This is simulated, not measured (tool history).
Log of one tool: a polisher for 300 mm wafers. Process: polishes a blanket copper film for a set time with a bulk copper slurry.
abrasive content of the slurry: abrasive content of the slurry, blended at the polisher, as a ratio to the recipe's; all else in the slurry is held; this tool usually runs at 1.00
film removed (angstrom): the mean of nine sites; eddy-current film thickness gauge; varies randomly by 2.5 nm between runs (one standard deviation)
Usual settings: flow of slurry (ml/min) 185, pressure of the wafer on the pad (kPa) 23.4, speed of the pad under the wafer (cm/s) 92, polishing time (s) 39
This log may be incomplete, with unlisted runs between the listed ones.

run   hour  flow of slurry (ml/min)  pressure of the wafer on the pad (kPa)  speed of the pad under the wafer (cm/s)  abrasive content of the slurry  polishing time (s)  incoming thickness of the incoming film, nm  film removed (angstrom)
  1    0.0                      185                                    23.4                                       92                            1.00                  49                                       2886.2                     4770
  2   11.8                      185                                    23.4                                       92                            1.00                  49                                       2927.1                     4748
  3   32.8                      185                                    23.4                                       74                            1.00                  39                                       2965.3                     3073
  4   45.3                      185                                    23.4                                       74                            1.00                  39                                       2901.5                     3052
  5   58.7                      185                                    23.4                                       78                            1.00                  39                                       2941.7                     3167
  6   82.4                      185                                    23.4                                       78                            1.00                  39                                       2925.0                     3139
  7  106.6                      185                                    23.4                                       78                            1.00                  39                                       2959.0                     3055
     127.8  -- worn pad replaced by a new one
     137.9  -- head pressure recalibrated
  8  143.8                      230                                    29.0                                       92                            1.00                  39                                       2933.4                     4780
  9  154.3                      185                                    23.4                                       92                            1.15                  39                                       2948.5                     3953
 10  166.4                      170                                    23.4                                      100                            1.00                  39                                       2935.1                     4094
 11  182.5                      185                                    23.4                                      120                            1.10                  39                                       2912.3                     5036
 12  191.3                      150                                    23.4                                       60                            1.00                  46                                       2948.2                     2838
 13  198.8                      185                                    23.4                                      100                            1.30                  39                                       2943.6                     4351
 14  215.2                      120                                    23.4                                       92                            1.00                  39                                       2899.6                     3549
 15  222.5                      185                                    23.4                                       92                            1.00                  39                                       2957.0                     3673
 16  230.9                      185                                    23.4                                       92                            1.00                  39                                       2982.7                     3687
 17  246.7                      185                                    17.9                                       92                            1.00                  39                                       2950.3                     2805
 18  259.2                      120                                    23.4                                       92                            1.00                  39                                       2983.7                     3421
     269.4  -- slurry blender recalibrated
     272.1  -- worn pad replaced by a new one
 19  272.6                      145                                    23.4                                       92                            1.00                  39                                       2904.0                     3694

Estimate the outcome of run 20 from the log above:
 20  287.7                      225                                    30.3                                       92                            1.20                  26                                       2979.5                        ?

film removed (angstrom): 3513
Without the tool's hidden state the same run would have given film removed (angstrom) 3533.
